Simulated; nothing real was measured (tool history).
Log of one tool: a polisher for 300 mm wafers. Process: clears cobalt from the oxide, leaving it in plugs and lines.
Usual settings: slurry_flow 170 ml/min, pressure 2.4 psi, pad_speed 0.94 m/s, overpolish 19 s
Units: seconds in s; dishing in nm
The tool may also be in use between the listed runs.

run,day,slurry_flow,pressure,pad_speed,overpolish,"incoming thickness of the incoming film, nm",seconds,dishing
1,0.000,170,2.4,0.94,21,160.9,27.9,63.1
# day 0.196: worn pad replaced by a new one
2,0.508,170,2.4,0.94,21,158.9,27.9,63.4
3,0.883,135,2.4,0.94,19,160.1,30.3,59.0
4,1.204,135,2.4,0.94,19,158.4,30.5,59.3
5,1.883,135,2.4,0.94,19,159.3,30.6,56.5
6,2.604,170,2.4,0.94,19,163.0,29.8,59.3
7,2.958,170,2.4,0.94,19,156.7,27.4,60.6
8,3.229,170,2.4,0.94,19,160.2,28.8,60.4
9,3.604,125,2.4,0.94,10,158.7,31.5,37.6
# day 5.217: worn pad replaced by a new one
10,5.671,125,2.4,0.94,10,160.7,34.5,36.0
11,6.038,125,2.4,0.94,10,159.2,33.0,36.0
# day 6.233: head pressure recalibrated
12,6.583,170,2.4,0.94,19,161.3,30.0,59.0
13,6.854,170,2.4,0.94,19,158.4,28.8,59.6
# day 6.996: slurry nozzle cleaned
14,7.538,170,2.4,0.94,19,159.3,23.8,65.4
15,8.067,170,2.4,1.26,19,160.8,17.8,71.3
16,9.158,170,2.4,1.16,12,159.3,19.3,58.2
17,9.488,170,2.4,0.94,19,161.3,23.3,64.8
18,10.138,200,2.4,0.94,19,160.9,24.0,65.9
# day 10.892: worn pad replaced by a new one
19,10.912,140,2.4,0.94,28,159.7,24.5,71.4
20,11.512,120,2.4,0.66,19,162.2,36.2,51.6
21,11.767,170,2.4,1.14,30,159.0,19.5,75.3
22,12.083,225,2.0,0.94,13,161.5,27.8,49.4
23,12.767,145,2.9,0.94,19,160.7,20.7,68.6
24,13.025,170,2.4,0.94,19,161.9,24.3,65.8
25,13.500,135,2.4,1.14,15,161.8,21.5,61.7
26,13.912,170,2.4,0.94,19,160.4,23.8,64.8
27,14.588,120,2.6,0.68,28,159.2,33.0,67.5
28,15.288,230,2.4,0.86,14,163.0,25.6,54.1
29,15.812,170,1.7,0.94,19,160.1,35.1,54.5
# day 16.071: worn pad replaced by a new one
30,17.079,135,2.4,0.94,19,159.6,25.4,62.6
31,17.696,150,2.4,1.14,24,158.7,20.6,72.7
32,18.421,170,2.4,0.94,19,162.5,25.4,64.0
33,20.529,170,2.4,0.94,19,159.3,24.3,65.2
34,21.238,170,2.4,0.94,19,161.8,25.2,62.4

5 ways to go on from here, each from the tool as it stands after run 34. What would each give?
A,21.254,170,2.4,0.94,19,161.4,?,?
B,21.254,170,2.4,0.76,19,161.4,?,?
C,21.254,170,2.9,0.94,19,161.4,?,?
D,21.254,140,1.9,1.16,9,161.4,?,?
E,21.254,215,2.8,0.94,24,161.4,?,?

run,seconds,dishing
A,24.6,64.0
B,30.3,58.2
C,20.3,68.7
D,26.3,40.1
E,20.2,73.7
Without the tool's hidden state the same runs would have given:
run,seconds,dishing
A,23.7,64.9
B,29.2,59.2
C,19.6,69.5
D,25.2,41.4
E,19.6,74.2

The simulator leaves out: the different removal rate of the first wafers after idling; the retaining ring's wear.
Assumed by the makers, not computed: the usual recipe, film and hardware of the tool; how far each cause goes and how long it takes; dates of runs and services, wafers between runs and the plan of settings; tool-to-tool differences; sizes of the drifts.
